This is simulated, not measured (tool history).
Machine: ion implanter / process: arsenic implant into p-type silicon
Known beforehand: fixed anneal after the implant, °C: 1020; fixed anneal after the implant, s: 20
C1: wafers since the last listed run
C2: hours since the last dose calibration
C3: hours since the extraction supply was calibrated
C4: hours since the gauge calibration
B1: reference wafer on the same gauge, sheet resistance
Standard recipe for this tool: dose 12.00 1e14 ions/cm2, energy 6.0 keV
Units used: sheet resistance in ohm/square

Run 1, hour 0.0: usual settings but energy 4.5 keV; C1 0; C2 853.1; C3 556.8; C4 372.3; B1 138.63. Result: sheet resistance 138.80 ohm/square.
Run 2, hour 104.6: usual settings but energy 4.5 keV; C1 1841; C2 957.7; C3 661.4; C4 476.9; B1 138.12. Result: sheet resistance 139.65 ohm/square.
Run 3, hour 147.1: usual settings but energy 4.5 keV; C1 748; C2 1000.2; C3 703.9; C4 519.4; B1 138.10. Result: sheet resistance 139.02 ohm/square.
Run 4, hour 184.9: usual settings; C1 665; C2 1038.0; C3 741.7; C4 557.2; B1 137.96. Result: sheet resistance 134.21 ohm/square.
Run 5, hour 227.2: usual settings; C1 744; C2 1080.3; C3 784.0; C4 599.5; B1 137.83. Result: sheet resistance 135.06 ohm/square.
Run 6, hour 307.0: usual settings; C1 1404; C2 1160.1; C3 863.8; C4 679.3; B1 137.22. Result: sheet resistance 134.56 ohm/square.
Run 7, hour 380.2: usual settings; C1 1288; C2 1233.3; C3 937.0; C4 752.5; B1 136.89. Result: sheet resistance 134.11 ohm/square.
Run 8, hour 475.7: usual settings; C1 1681; C2 1328.8; C3 1032.5; C4 848.0; B1 136.38. Result: sheet resistance 133.52 ohm/square.
Run 9, hour 527.7: usual settings; C1 915; C2 1380.8; C3 1084.5; C4 900.0; B1 135.94. Result: sheet resistance 133.01 ohm/square.
Run 10, hour 567.6: usual settings; C1 702; C2 1420.7; C3 1124.4; C4 939.9; B1 135.66. Result: sheet resistance 133.00 ohm/square.
Run 11, hour 616.0: usual settings; C1 852; C2 1469.1; C3 1172.8; C4 988.3; B1 135.37. Result: sheet resistance 132.47 ohm/square.
At hour 744.5: gauge calibrated.
Run 12, hour 802.7: usual settings; C1 3286; C2 1655.8; C3 1359.5; C4 58.2; B1 138.62. Result: sheet resistance 136.56 ohm/square.
Run 13, hour 906.1: usual settings; C1 1820; C2 1759.2; C3 1462.9; C4 161.6; B1 138.41. Result: sheet resistance 134.82 ohm/square.
Run 14, hour 1013.5: usual settings but energy 7.0 keV; C1 1890; C2 1866.6; C3 1570.3; C4 269.0; B1 138.41. Result: sheet resistance 134.12 ohm/square.
Run 15, hour 1049.9: usual settings; C1 640; C2 1903.0; C3 1606.7; C4 305.4; B1 138.39. Result: sheet resistance 136.27 ohm/square.
At hour 1134.1: Faraday cup replaced and dose calibrated.
Run 16, hour 1137.0: usual settings but dose 13.78 1e14 ions/cm2, energy 7.0 keV; C1 1392; C2 2.9; C3 1693.8; C4 392.5; B1 138.15. Result: sheet resistance 126.60 ohm/square.
Run 17, hour 1173.6: usual settings but dose 15.34 1e14 ions/cm2, energy 8.0 keV; C1 644; C2 39.5; C3 1730.4; C4 429.1; B1 138.00. Result: sheet resistance 119.87 ohm/square.
Run 18, hour 1223.5: usual settings but dose 13.94 1e14 ions/cm2, energy 7.0 keV; C1 878; C2 89.4; C3 1780.3; C4 479.0; B1 137.76. Result: sheet resistance 126.70 ohm/square.
At hour 1287.7: extraction supply calibrated.
Run 19, hour 1291.2: usual settings but dose 15.44 1e14 ions/cm2; C1 1051; C2 157.1; C3 3.5; C4 546.7; B1 137.83. Result: sheet resistance 123.83 ohm/square.
Run 20, hour 1393.4: usual settings but dose 14.98 1e14 ions/cm2; C1 1799; C2 259.3; C3 105.7; C4 648.9; B1 137.23. Result: sheet resistance 124.47 ohm/square.

What will run 21 give?
Run 21, hour 1430.8: usual settings but dose 13.53 1e14 ions/cm2, energy 4.5 keV; C1 658; C2 296.7; C3 143.1; C4 686.3; B1 ?. Result: sheet resistance ?.

{"run 21": {"B1": 136.85, "sheet resistance": 131.41}}
On a tool with no hidden condition, and with the same random variation, this run would have come out at sheet resistance 133.39 ohm/square.

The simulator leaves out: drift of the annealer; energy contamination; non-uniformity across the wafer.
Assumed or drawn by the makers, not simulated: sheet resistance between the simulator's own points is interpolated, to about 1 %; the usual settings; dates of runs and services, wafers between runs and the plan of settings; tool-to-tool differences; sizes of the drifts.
